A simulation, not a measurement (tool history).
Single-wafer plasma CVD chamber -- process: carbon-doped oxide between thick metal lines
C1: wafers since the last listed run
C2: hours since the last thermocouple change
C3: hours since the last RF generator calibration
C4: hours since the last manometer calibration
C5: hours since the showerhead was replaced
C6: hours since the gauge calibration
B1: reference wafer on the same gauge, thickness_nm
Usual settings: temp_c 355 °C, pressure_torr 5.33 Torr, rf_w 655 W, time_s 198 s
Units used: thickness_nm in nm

Run 1, hour 0: usual settings; C1 0; C2 1118; C3 1218.3; C4 1366.3; C5 100.2; C6 457.3; B1 1030.557. Result: thickness_nm 1094.936 nm.
Run 2, hour 33.4: usual settings; C1 268; C2 1151.4; C3 1251.7; C4 1399.7; C5 133.6; C6 490.7; B1 1030.015. Result: thickness_nm 1104.394 nm.
Run 3, hour 67.7: usual settings; C1 276; C2 1185.7; C3 1286; C4 1434; C5 167.9; C6 525; B1 1029.308. Result: thickness_nm 1103.338 nm.
Run 4, hour 84.9: usual settings; C1 138; C2 1202.9; C3 1303.2; C4 1451.2; C5 185.1; C6 542.2; B1 1029.653. Result: thickness_nm 1108.103 nm.
Run 5, hour 114.7: usual settings but pressure_torr 4.53 Torr, time_s 164 s; C1 239; C2 1232.7; C3 1333; C4 1481; C5 214.9; C6 572; B1 1029.676. Result: thickness_nm 897.276 nm.
Run 6, hour 150.1: usual settings but rf_w 745 W; C1 284; C2 1268.1; C3 1368.4; C4 1516.4; C5 250.3; C6 607.4; B1 1029.927. Result: thickness_nm 1197.148 nm.
Run 7, hour 176.3: usual settings; C1 210; C2 1294.3; C3 1394.6; C4 1542.6; C5 276.5; C6 633.6; B1 1030.006. Result: thickness_nm 1104.118 nm.
Run 8, hour 189.6: usual settings; C1 107; C2 1307.6; C3 1407.9; C4 1555.9; C5 289.8; C6 646.9; B1 1029.628. Result: thickness_nm 1111.503 nm.
At hour 206.1: gauge calibrated.
Run 9, hour 208.6: usual settings but pressure_torr 4.97 Torr, rf_w 775 W; C1 152; C2 1326.6; C3 1426.9; C4 1574.9; C5 308.8; C6 2.5; B1 1029.649. Result: thickness_nm 1219.229 nm.
At hour 224.9: RF generator calibrated.
Run 10, hour 244: usual settings; C1 220; C2 1362; C3 19.1; C4 1610.3; C5 344.2; C6 37.9; B1 1029.89. Result: thickness_nm 1133.404 nm.
Run 11, hour 273.4: usual settings but temp_c 364 °C, pressure_torr 4.01 Torr; C1 236; C2 1391.4; C3 48.5; C4 1639.7; C5 373.6; C6 67.3; B1 1029.635. Result: thickness_nm 1076.27 nm.
Run 12, hour 302.7: usual settings but temp_c 369 °C, pressure_torr 5.72 Torr, rf_w 760 W, time_s 231 s; C1 235; C2 1420.7; C3 77.8; C4 1669; C5 402.9; C6 96.6; B1 1030.566. Result: thickness_nm 1423.024 nm.
At hour 328.7: capacitance manometer re-zeroed and calibrated.
Run 13, hour 329.2: usual settings but temp_c 370 °C, pressure_torr 6.62 Torr, rf_w 715 W; C1 148; C2 1447.2; C3 104.3; C4 0.5; C5 429.4; C6 123.1; B1 1030.822. Result: thickness_nm 1187.836 nm.
Run 14, hour 340.6: usual settings but temp_c 364 °C, pressure_torr 5.76 Torr, rf_w 605 W, time_s 224 s; C1 91; C2 1458.6; C3 115.7; C4 11.9; C5 440.8; C6 134.5; B1 1028.862. Result: thickness_nm 1198.012 nm.
Run 15, hour 360.3: usual settings but pressure_torr 4.13 Torr, rf_w 770 W; C1 158; C2 1478.3; C3 135.4; C4 31.6; C5 460.5; C6 154.2; B1 1029.222. Result: thickness_nm 1197.998 nm.
Run 16, hour 386.9: usual settings but pressure_torr 4.57 Torr; C1 214; C2 1504.9; C3 162; C4 58.2; C5 487.1; C6 180.8; B1 1030.391. Result: thickness_nm 1091.349 nm.
Run 17, hour 418.7: usual settings but temp_c 347 °C, pressure_torr 4.6 Torr; C1 255; C2 1536.7; C3 193.8; C4 90; C5 518.9; C6 212.6; B1 1029.364. Result: thickness_nm 1108.405 nm.
At hour 455.2: thermocouple changed; heater temperature recalibrated.
Run 18, hour 455.7: usual settings but temp_c 366 °C, pressure_torr 4.84 Torr, rf_w 575 W, time_s 168 s; C1 233; C2 0.5; C3 230.8; C4 127; C5 555.9; C6 249.6; B1 1029.295. Result: thickness_nm 838.179 nm.
Run 19, hour 476.3: usual settings but rf_w 590 W, time_s 181 s; C1 165; C2 21.1; C3 251.4; C4 147.6; C5 576.5; C6 270.2; B1 1028.86. Result: thickness_nm 958.875 nm.
Run 20, hour 493.8: usual settings but temp_c 360 °C, pressure_torr 5.86 Torr, rf_w 750 W, time_s 186 s; C1 140; C2 38.6; C3 268.9; C4 165.1; C5 594; C6 287.7; B1 1031.336. Result: thickness_nm 1141.359 nm.
Run 21, hour 528: usual settings; C1 275; C2 72.8; C3 303.1; C4 199.3; C5 628.2; C6 321.9; B1 1030.509. Result: thickness_nm 1119.199 nm.
Run 22, hour 549.6: usual settings; C1 173; C2 94.4; C3 324.7; C4 220.9; C5 649.8; C6 343.5; B1 1029.992. Result: thickness_nm 1118.433 nm.
Run 23, hour 568.6: usual settings; C1 152; C2 113.4; C3 343.7; C4 239.9; C5 668.8; C6 362.5; B1 1029.666. Result: thickness_nm 1125.199 nm.
Run 24, hour 599.6: usual settings but temp_c 360 °C, rf_w 705 W; C1 249; C2 144.4; C3 374.7; C4 270.9; C5 699.8; C6 393.5; B1 1030.214. Result: thickness_nm 1153.047 nm.
Run 25, hour 613.2: usual settings; C1 109; C2 158; C3 388.3; C4 284.5; C5 713.4; C6 407.1; B1 1030.537. Result: thickness_nm 1107.691 nm.
Run 26, hour 642.7: usual settings but temp_c 347 °C, pressure_torr 5.86 Torr; C1 237; C2 187.5; C3 417.8; C4 314; C5 742.9; C6 436.6; B1 1029.683. Result: thickness_nm 1137.541 nm.
Run 27, hour 740.8: usual settings but time_s 219 s; C1 789; C2 285.6; C3 515.9; C4 412.1; C5 841; C6 534.7; B1 1029.888. Result: thickness_nm 1224.064 nm.
Run 28, hour 757.9: usual settings but temp_c 345 °C, rf_w 595 W, time_s 183 s; C1 137; C2 302.7; C3 533; C4 429.2; C5 858.1; C6 551.8; B1 1029.063. Result: thickness_nm 977.703 nm.

List, for all runs, the conditions of the tool that the log does not record:
wafer temperature above the value expected at the setpoint (K): 0, the same for each run
true pressure above the setpoint (%): 0, the same for each run
gauge reads high (%): 0, the same for each run
H1: delivered RF power above the setpoint (%)
run      H1
  1   -4.41
  2   -4.44
  3   -4.46
  4   -4.47
  5   -4.49
  6   -4.51
  7   -4.53
  8   -4.53
  9   -4.54
 10  -0.792
 11   -1.06
 12    -1.3
 13   -1.51
 14    -1.6
 15   -1.75
 16   -1.94
 17   -2.15
 18   -2.38
 19    -2.5
 20    -2.6
 21   -2.78
 22   -2.89
 23   -2.98
 24   -3.12
 25   -3.18
 26   -3.31
 27   -3.67
 28   -3.72
